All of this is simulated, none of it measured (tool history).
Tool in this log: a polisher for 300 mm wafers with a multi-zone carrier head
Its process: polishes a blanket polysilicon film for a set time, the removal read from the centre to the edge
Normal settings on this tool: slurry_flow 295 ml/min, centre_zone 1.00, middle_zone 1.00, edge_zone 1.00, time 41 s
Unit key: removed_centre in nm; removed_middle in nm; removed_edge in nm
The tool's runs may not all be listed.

| run | hour | slurry_flow | centre_zone | middle_zone | edge_zone | time | incoming thickness of the incoming film, nm | removed_centre | removed_middle | removed_edge |
|---|---|---|---|---|---|---|---|---|---|---|
| 1 | 0.0 | 295 | 1.00 | 1.00 | 0.94 | 46 | 1082.5 | 310.2 | 317.5 | 310.8 |
|  | 61.6 | edge zone pressure recalibrated |
| 2 | 87.9 | 295 | 1.00 | 1.00 | 0.94 | 46 | 1072.8 | 303.1 | 306.0 | 298.2 |
|  | 111.2 | slurry nozzle cleaned |
|  | 149.7 | worn pad replaced by a new one |
| 3 | 191.8 | 295 | 1.00 | 1.00 | 1.00 | 47 | 1088.1 | 354.6 | 343.7 | 343.6 |
| 4 | 269.1 | 210 | 0.91 | 1.06 | 0.95 | 41 | 1090.2 | 260.3 | 309.5 | 293.6 |
|  | 297.2 | centre zone pressure recalibrated |
| 5 | 316.5 | 225 | 1.00 | 0.93 | 1.04 | 41 | 1084.0 | 288.2 | 274.3 | 303.4 |
| 6 | 409.1 | 350 | 1.00 | 1.00 | 1.00 | 41 | 1072.2 | 300.2 | 303.7 | 297.9 |
| 7 | 485.5 | 295 | 0.94 | 1.11 | 1.00 | 34 | 1091.0 | 228.9 | 261.4 | 244.3 |
| 8 | 583.9 | 295 | 1.00 | 1.00 | 1.00 | 41 | 1083.2 | 284.4 | 291.9 | 288.5 |
| 9 | 641.7 | 295 | 1.00 | 1.00 | 1.04 | 41 | 1093.7 | 285.8 | 279.0 | 289.5 |
| 10 | 694.6 | 295 | 1.10 | 1.00 | 1.00 | 41 | 1082.1 | 305.3 | 278.7 | 277.5 |
|  | 747.2 | worn pad replaced by a new one |
| 11 | 798.4 | 295 | 1.00 | 1.00 | 1.00 | 41 | 1085.3 | 293.8 | 290.4 | 304.3 |
|  | 860.8 | slurry nozzle cleaned |
| 12 | 889.0 | 295 | 0.96 | 1.00 | 1.00 | 51 | 1098.1 | 347.5 | 366.5 | 373.7 |
| 13 | 945.6 | 295 | 1.00 | 1.00 | 1.00 | 41 | 1076.8 | 297.6 | 295.7 | 298.2 |
| 14 | 1037.9 | 370 | 1.05 | 1.00 | 1.00 | 45 | 1081.6 | 340.9 | 321.6 | 330.6 |
| 15 | 1089.6 | 260 | 1.06 | 1.11 | 1.00 | 36 | 1083.2 | 256.5 | 271.0 | 249.4 |
|  | 1103.0 | centre zone pressure recalibrated |
|  | 1154.9 | carrier head's membrane replaced by a new one |
| 16 | 1197.5 | 295 | 1.00 | 0.88 | 0.89 | 41 | 1080.9 | 273.0 | 247.6 | 276.7 |
| 17 | 1242.0 | 295 | 1.09 | 1.00 | 1.00 | 50 | 1077.5 | 364.7 | 336.8 | 340.2 |
|  | 1273.5 | edge zone pressure recalibrated |
| 18 | 1323.1 | 295 | 1.00 | 1.00 | 1.00 | 41 | 1104.4 | 261.2 | 262.2 | 267.8 |
| 19 | 1405.0 | 340 | 1.12 | 0.92 | 1.08 | 41 | 1098.9 | 296.0 | 242.0 | 271.6 |
|  | 1422.0 | worn pad replaced by a new one |
| 20 | 1490.2 | 295 | 1.00 | 1.00 | 1.00 | 41 | 1087.4 | 304.8 | 306.5 | 306.0 |
| 21 | 1551.6 | 295 | 1.00 | 1.08 | 1.00 | 33 | 1087.7 | 246.9 | 258.8 | 244.5 |
|  | 1588.2 | slurry nozzle cleaned |
| 22 | 1620.0 | 215 | 0.90 | 1.06 | 1.00 | 41 | 1081.1 | 264.2 | 311.7 | 296.0 |
| 23 | 1925.8 | 375 | 1.00 | 1.00 | 1.00 | 31 | 1080.2 | 221.1 | 217.3 | 218.7 |

Each row is a separate what-if for the run after 23, all from the same tool condition, not one after another. Results?
| A | 1926.2 | 295 | 0.94 | 1.00 | 1.00 | 41 | 1088.7 | ? | ? | ? |
| B | 1926.2 | 295 | 1.07 | 0.90 | 1.03 | 41 | 1088.7 | ? | ? | ? |
| C | 1926.2 | 295 | 0.91 | 1.12 | 0.94 | 29 | 1088.7 | ? | ? | ? |

| run | removed_centre | removed_middle | removed_edge |
|---|---|---|---|
| A | 270.4 | 278.4 | 285.2 |
| B | 307.9 | 254.7 | 288.4 |
| C | 185.3 | 216.9 | 197.5 |
The same runs, with their run-to-run variation unchanged, on a tool lacking any hidden condition would have given:
| run | removed_centre | removed_middle | removed_edge |
|---|---|---|---|
| A | 291.9 | 300.5 | 307.9 |
| B | 332.3 | 274.9 | 311.3 |
| C | 200.0 | 234.1 | 213.1 |
